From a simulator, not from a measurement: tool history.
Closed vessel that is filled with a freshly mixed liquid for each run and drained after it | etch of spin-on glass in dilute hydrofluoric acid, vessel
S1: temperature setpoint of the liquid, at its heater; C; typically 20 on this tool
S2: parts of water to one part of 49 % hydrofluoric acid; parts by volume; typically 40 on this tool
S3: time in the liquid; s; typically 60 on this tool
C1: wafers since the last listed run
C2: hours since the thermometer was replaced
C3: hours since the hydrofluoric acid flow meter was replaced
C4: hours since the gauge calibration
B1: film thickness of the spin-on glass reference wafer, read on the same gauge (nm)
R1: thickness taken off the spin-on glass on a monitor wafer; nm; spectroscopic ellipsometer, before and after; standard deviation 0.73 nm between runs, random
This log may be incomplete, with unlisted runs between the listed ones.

run	hour	S1	S2	S3	C1	C2	C3	C4	B1	R1
1	0	20	40	50	0	1555	265	487.2	140.01	85.72
# hour 15.1: gauge calibrated
2	46.7	18	40	60	4859	1601.7	311.7	31.6	140	93.46
3	96.5	18	40	60	5181	1651.5	361.5	81.4	140.02	93.49
4	149.3	18	40	60	5494	1704.3	414.3	134.2	140.01	93.46
5	209.2	20	40	70	6232	1764.2	474.2	194.1	140	119.12
6	259.7	20	40	70	5254	1814.7	524.7	244.6	139.99	118.51
7	307.4	20	40	70	4963	1862.4	572.4	292.3	140	118.17
8	359.7	20	40	60	5442	1914.7	624.7	344.6	140.02	102.55
9	402.6	17	40	50	4463	1957.6	667.6	387.5	139.98	75.29
10	438.2	23	40	60	3704	1993.2	703.2	423.1	140	114.18
11	473.8	20	40	90	3704	2028.8	738.8	458.7	140	152.54
# hour 475.5: thermometer replaced
# hour 492.7: gauge calibrated
12	507.7	20	40	60	3423	32.2	772.7	15	140.01	92.92
# hour 539: hydrofluoric acid flow meter replaced
13	554.5	22	40	90	4765	79	15.5	61.8	140	157.47
14	587.6	18	40	85	3444	112.1	48.6	94.9	140.01	127.02
15	642.8	22.5	55	50	5743	167.3	103.8	150.1	140.01	63.99
16	672.7	24.5	40	60	3111	197.2	133.7	180	140	116.99
17	839.2	23.5	50	40	17325	363.7	300.2	346.5	140	58.51

Each row is a separate what-if for the run after 17, all from the same tool condition, not one after another. Results?
A	839.9	20	35	60	72	364.4	300.9	347.2	?	?
B	839.9	22	30	35	72	364.4	300.9	347.2	?	?
C	839.9	20	40	80	72	364.4	300.9	347.2	?	?
D	839.9	21.5	40	60	72	364.4	300.9	347.2	?	?

run	B1	R1
A	139.99	110.52
B	139.99	82.41
C	139.99	128.13
D	139.99	102.39
Stripped of hidden state, with their random variation kept, the same runs would have yielded:
run	R1
A	108.88
B	81.21
C	126.26
D	100.93
